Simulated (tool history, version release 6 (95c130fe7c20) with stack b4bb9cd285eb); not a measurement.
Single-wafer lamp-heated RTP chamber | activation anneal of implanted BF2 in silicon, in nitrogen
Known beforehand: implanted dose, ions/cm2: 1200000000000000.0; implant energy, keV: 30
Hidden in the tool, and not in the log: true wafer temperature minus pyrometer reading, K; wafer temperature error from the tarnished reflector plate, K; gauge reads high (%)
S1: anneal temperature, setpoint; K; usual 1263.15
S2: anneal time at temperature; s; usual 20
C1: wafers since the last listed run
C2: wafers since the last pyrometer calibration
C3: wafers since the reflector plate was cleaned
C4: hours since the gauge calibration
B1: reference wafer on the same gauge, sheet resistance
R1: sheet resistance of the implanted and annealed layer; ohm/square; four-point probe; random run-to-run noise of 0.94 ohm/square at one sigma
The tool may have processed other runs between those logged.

run     day       S1  S2    C1    C2    C3     C4      B1      R1
  1       0  1241.15  16     0  2620  1378  605.8  155.03  189.92
      1.246  -- pyrometer window cleaned and pyrometer calibrated
  2   1.546  1241.15  16   422   104  1800  642.9  155.17  196.15
  3   3.312  1241.15  16   615   719  2416  685.3  154.98  192.09
  4       5  1263.15  20   588  1308  3004  725.8  155.05  162.37
  5   7.217  1263.15  20   772  2080  3777    779  154.95  160.51
  6   9.804  1263.15  20   901  2982  4679  841.1  155.12  159.53
     10.642  -- pyrometer window cleaned and pyrometer calibrated
     11.212  -- gauge calibrated
  7  12.779  1263.15  20   920   745  5600   37.6  154.87  161.55
  8  14.342  1282.15  14   544  1290  6144   75.1   155.2  147.05
  9  15.575  1263.15  20   429  1719  6574  104.7  154.95  157.78
 10    17.7  1263.15  20   740  2460  7315  155.7  154.68  157.89
 11  20.008  1263.15  31   804  3265  8120  211.1  154.57  147.05
 12    21.7  1241.15  31   589  3854  8709  251.7  154.91  173.14
     22.458  -- pyrometer window cleaned and pyrometer calibrated
 13   23.35  1247.15  20   458   310  9168  291.3  155.05  176.31
     25.192  -- reflector plate cleaned
 14  30.917  1263.15  28  2521  2832  1994  472.9  155.05  153.52
     33.483  -- pyrometer window cleaned and pyrometer calibrated
 15  33.571  1234.15  23   808    30  2803  536.6  155.02   196.5

Run-by-run hidden state of the tool:
gauge reads high (%): 0 in every run
H1: true wafer temperature minus pyrometer reading, K
H2: wafer temperature error from the tarnished reflector plate, K
run     H1     H2
  1   6.22   0.38
  2  0.965   0.49
  3   3.39   0.66
  4    4.8  0.866
  5   5.86    1.2
  6   6.47   1.69
  7    3.4   2.37
  8   4.69   2.79
  9   5.37   3.14
 10    6.1    3.8
 11   6.52   4.59
 12   6.69   5.23
 13   2.23   5.89
 14   6.77  0.859
 15   1.07   1.14
